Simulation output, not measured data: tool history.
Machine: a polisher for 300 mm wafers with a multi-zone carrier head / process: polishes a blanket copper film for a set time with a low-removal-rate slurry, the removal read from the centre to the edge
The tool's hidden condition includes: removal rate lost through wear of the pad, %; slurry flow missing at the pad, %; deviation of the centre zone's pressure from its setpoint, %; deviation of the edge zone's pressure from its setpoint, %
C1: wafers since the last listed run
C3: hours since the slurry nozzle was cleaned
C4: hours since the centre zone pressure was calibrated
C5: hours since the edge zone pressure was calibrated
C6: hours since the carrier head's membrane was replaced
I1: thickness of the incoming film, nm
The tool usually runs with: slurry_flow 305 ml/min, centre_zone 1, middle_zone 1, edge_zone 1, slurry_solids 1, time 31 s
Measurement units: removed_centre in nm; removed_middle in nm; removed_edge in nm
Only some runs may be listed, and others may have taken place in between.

Run 1, hour 0: usual settings; C1 0; wafers polished on this pad 3533; C3 478.2; C4 454.7; C5 429.1; C6 1551.9; I1 701.3. Result: removed_centre 73.7 nm, removed_middle 65 nm, removed_edge 66.7 nm.
At hour 33.5: worn pad replaced by a new one.
Run 2, hour 57.9: usual settings; C1 890; wafers polished on this pad 403; C3 536.1; C4 512.6; C5 487; C6 1609.8; I1 696.2. Result: removed_centre 78.6 nm, removed_middle 70.8 nm, removed_edge 70.1 nm.
Run 3, hour 127.1: usual settings but slurry_flow 365 ml/min; C1 1143; wafers polished on this pad 1547; C3 605.3; C4 581.8; C5 556.2; C6 1679; I1 699.3. Result: removed_centre 78.7 nm, removed_middle 69.7 nm, removed_edge 69.3 nm.
At hour 144: centre zone pressure recalibrated.
Run 4, hour 198.1: usual settings but slurry_flow 365 ml/min; C1 1140; wafers polished on this pad 2688; C3 676.3; C4 54.1; C5 627.2; C6 1750; I1 712.6. Result: removed_centre 68.2 nm, removed_middle 69.6 nm, removed_edge 66.9 nm.
At hour 338.7: worn pad replaced by a new one.
Run 5, hour 370.6: usual settings but slurry_flow 365 ml/min; C1 2785; wafers polished on this pad 527; C3 848.8; C4 226.6; C5 799.7; C6 1922.5; I1 709.5. Result: removed_centre 73.8 nm, removed_middle 70.5 nm, removed_edge 70.9 nm.
At hour 479: slurry nozzle cleaned.
Run 6, hour 541.8: usual settings; C1 2813; wafers polished on this pad 3340; C3 62.8; C4 397.8; C5 970.9; C6 2093.7; I1 697.6. Result: removed_centre 70.3 nm, removed_middle 65.5 nm, removed_edge 65.2 nm.
Run 7, hour 604.2: usual settings; C1 1031; wafers polished on this pad 4372; C3 125.2; C4 460.2; C5 1033.3; C6 2156.1; I1 703.1. Result: removed_centre 70.1 nm, removed_middle 62.8 nm, removed_edge 64.5 nm.
At hour 639.2: centre zone pressure recalibrated.
At hour 644.7: worn pad replaced by a new one.
At hour 654.3: edge zone pressure recalibrated.
Run 8, hour 658: usual settings but centre_zone 0.91; C1 757; wafers polished on this pad 186; C3 179; C4 18.8; C5 3.7; C6 2209.9; I1 707.1. Result: removed_centre 62.8 nm, removed_middle 70.2 nm, removed_edge 71.5 nm.
At hour 717.3: carrier head's membrane replaced by a new one.
Run 9, hour 722.1: usual settings but time 35 s; C1 976; wafers polished on this pad 1163; C3 243.1; C4 82.9; C5 67.8; C6 4.8; I1 709.8. Result: removed_centre 77.8 nm, removed_middle 79.2 nm, removed_edge 79.1 nm.
Run 10, hour 791.1: usual settings but time 35 s; C1 1140; wafers polished on this pad 2303; C3 312.1; C4 151.9; C5 136.8; C6 73.8; I1 693.4. Result: removed_centre 76.9 nm, removed_middle 76.6 nm, removed_edge 74.7 nm.
Run 11, hour 820: usual settings; C1 477; wafers polished on this pad 2781; C3 341; C4 180.8; C5 165.7; C6 102.7; I1 714.1. Result: removed_centre 68.3 nm, removed_middle 67.3 nm, removed_edge 66.8 nm.
Run 12, hour 868.2: usual settings but centre_zone 1.11; C1 796; wafers polished on this pad 3577; C3 389.2; C4 229; C5 213.9; C6 150.9; I1 706.5. Result: removed_centre 74.1 nm, removed_middle 66 nm, removed_edge 64.1 nm.
Run 13, hour 924.4: usual settings but centre_zone 0.96; C1 928; wafers polished on this pad 4506; C3 445.4; C4 285.2; C5 270.1; C6 207.1; I1 708.8. Result: removed_centre 63.5 nm, removed_middle 63.2 nm, removed_edge 63.6 nm.
At hour 932.6: worn pad replaced by a new one.
Run 14, hour 949.5: usual settings but slurry_flow 345 ml/min; C1 348; wafers polished on this pad 279; C3 470.5; C4 310.3; C5 295.2; C6 232.2; I1 699.8. Result: removed_centre 74.2 nm, removed_middle 71.4 nm, removed_edge 73.3 nm.
Run 15, hour 994.2: usual settings but slurry_flow 230 ml/min, middle_zone 0.9; C1 738; wafers polished on this pad 1018; C3 515.2; C4 355; C5 339.9; C6 276.9; I1 708.9. Result: removed_centre 70.1 nm, removed_middle 62.4 nm, removed_edge 69.1 nm.
Run 16, hour 1052.6: usual settings; C1 965; wafers polished on this pad 1983; C3 573.6; C4 413.4; C5 398.3; C6 335.3; I1 713.2. Result: removed_centre 73.6 nm, removed_middle 68.3 nm, removed_edge 68.6 nm.
Run 17, hour 1106.2: usual settings but slurry_flow 225 ml/min, edge_zone 1.12; C1 885; wafers polished on this pad 2869; C3 627.2; C4 467; C5 451.9; C6 388.9; I1 705.7. Result: removed_centre 71 nm, removed_middle 65.1 nm, removed_edge 70 nm.
Run 18, hour 1167.5: usual settings but edge_zone 1.04; C1 1013; wafers polished on this pad 3883; C3 688.5; C4 528.3; C5 513.2; C6 450.2; I1 706.8. Result: removed_centre 72.2 nm, removed_middle 64.7 nm, removed_edge 66.1 nm.
At hour 1193: centre zone pressure recalibrated.
Run 19, hour 1209.6: usual settings but centre_zone 1.09, time 42 s; C1 662; wafers polished on this pad 4545; C3 730.6; C4 16.6; C5 555.3; C6 492.3; I1 715.2. Result: removed_centre 95 nm, removed_middle 85.7 nm, removed_edge 85.6 nm.
At hour 1231.2: worn pad replaced by a new one.
Run 20, hour 1259.2: usual settings; C1 753; wafers polished on this pad 462; C3 780.2; C4 66.2; C5 604.9; C6 541.9; I1 723. Result: removed_centre 70.1 nm, removed_middle 68.3 nm, removed_edge 69.9 nm.
Run 21, hour 1283.8: usual settings but edge_zone 1.08, slurry_solids 1.1; C1 406; wafers polished on this pad 868; C3 804.8; C4 90.8; C5 629.5; C6 566.5; I1 719. Result: removed_centre 70.4 nm, removed_middle 70.1 nm, removed_edge 74.3 nm.
Run 22, hour 1355.3: usual settings but middle_zone 1.07; C1 1181; wafers polished on this pad 2050; C3 876.3; C4 162.3; C5 701; C6 638; I1 706. Result: removed_centre 69 nm, removed_middle 72.5 nm, removed_edge 68 nm.

What differs in the tool's unlogged condition from the final listed run ahead of each entry between runs to the first listed run following it?
In the gap between runs 1 and 2: worn pad replaced by a new one (hour 33.5)
  removal rate lost through wear of the pad, %: 8.09 -> 2.02; deviation of the centre zone's pressure from its setpoint, %: 7.88 -> 9.99
  what was measured, less what the result would be without the hidden state, removed_centre: -0.6 -> +5.6 nm; removed_middle: -5.7 -> -1.5 nm; removed_edge: -5.9 -> -1.5 nm
In the gap between runs 3 and 4: centre zone pressure recalibrated (hour 144)
  removal rate lost through wear of the pad, %: 4.64 -> 7.33; deviation of the centre zone's pressure from its setpoint, %: 12.8 -> 0.0167
  what was measured, less what the result would be without the hidden state, removed_centre: +5.5 -> -5.4 nm; removed_middle: -3.5 -> -5.5 nm; removed_edge: -3.4 -> -5.3 nm
In the gap between runs 4 and 5: worn pad replaced by a new one (hour 338.7)
  removal rate lost through wear of the pad, %: 7.33 -> 1.98; deviation of the centre zone's pressure from its setpoint, %: 0.0167 -> 1.83
  what was measured, less what the result would be without the hidden state, removed_centre: -5.4 -> -0.1 nm; removed_middle: -5.5 -> -1.4 nm; removed_edge: -5.3 -> -1.4 nm
In the gap between runs 5 and 6: slurry nozzle cleaned (hour 479)
  removal rate lost through wear of the pad, %: 1.98 -> 8.45; deviation of the centre zone's pressure from its setpoint, %: 1.83 -> 5.85
  what was measured, less what the result would be without the hidden state, removed_centre: -0.1 -> -2.3 nm; removed_middle: -1.4 -> -6 nm; removed_edge: -1.4 -> -6 nm
In the gap between runs 7 and 8: centre zone pressure recalibrated (hour 639.2); worn pad replaced by a new one (hour 644.7); edge zone pressure recalibrated (hour 654.3)
  removal rate lost through wear of the pad, %: 10.8 -> 1.23; deviation of the centre zone's pressure from its setpoint, %: 7.86 -> -0.812
  what was measured, less what the result would be without the hidden state, removed_centre: -2.8 -> -1.3 nm; removed_middle: -7.6 -> -0.9 nm; removed_edge: -7.8 -> -0.9 nm
In the gap between runs 8 and 9: carrier head's membrane replaced by a new one (hour 717.3)
  removal rate lost through wear of the pad, %: 1.23 -> 3.65; deviation of the centre zone's pressure from its setpoint, %: -0.812 -> -0.567
  what was measured, less what the result would be without the hidden state, removed_centre: -1.3 -> -3.4 nm; removed_middle: -0.9 -> -3 nm; removed_edge: -0.9 -> -3 nm
In the gap between runs 13 and 14: worn pad replaced by a new one (hour 932.6)
  removal rate lost through wear of the pad, %: 11.3 -> 1.09; deviation of the centre zone's pressure from its setpoint, %: 2.23 -> 2.79
  what was measured, less what the result would be without the hidden state, removed_centre: -6.6 -> +1.2 nm; removed_middle: -8.1 -> -0.8 nm; removed_edge: -8.1 -> -0.8 nm
In the gap between runs 18 and 19: centre zone pressure recalibrated (hour 1193)
  removal rate lost through wear of the pad, %: 9.34 -> 10.9; deviation of the centre zone's pressure from its setpoint, %: 9.66 -> -0.822
  what was measured, less what the result would be without the hidden state, removed_centre: -0.5 -> -12.5 nm; removed_middle: -6.7 -> -10.6 nm; removed_edge: -6.8 -> -10.5 nm
In the gap between runs 19 and 20: worn pad replaced by a new one (hour 1231.2)
  removal rate lost through wear of the pad, %: 10.9 -> 2.37; deviation of the centre zone's pressure from its setpoint, %: -0.822 -> -0.667
  what was measured, less what the result would be without the hidden state, removed_centre: -12.5 -> -2.2 nm; removed_middle: -10.6 -> -1.6 nm; removed_edge: -10.5 -> -1.7 nm
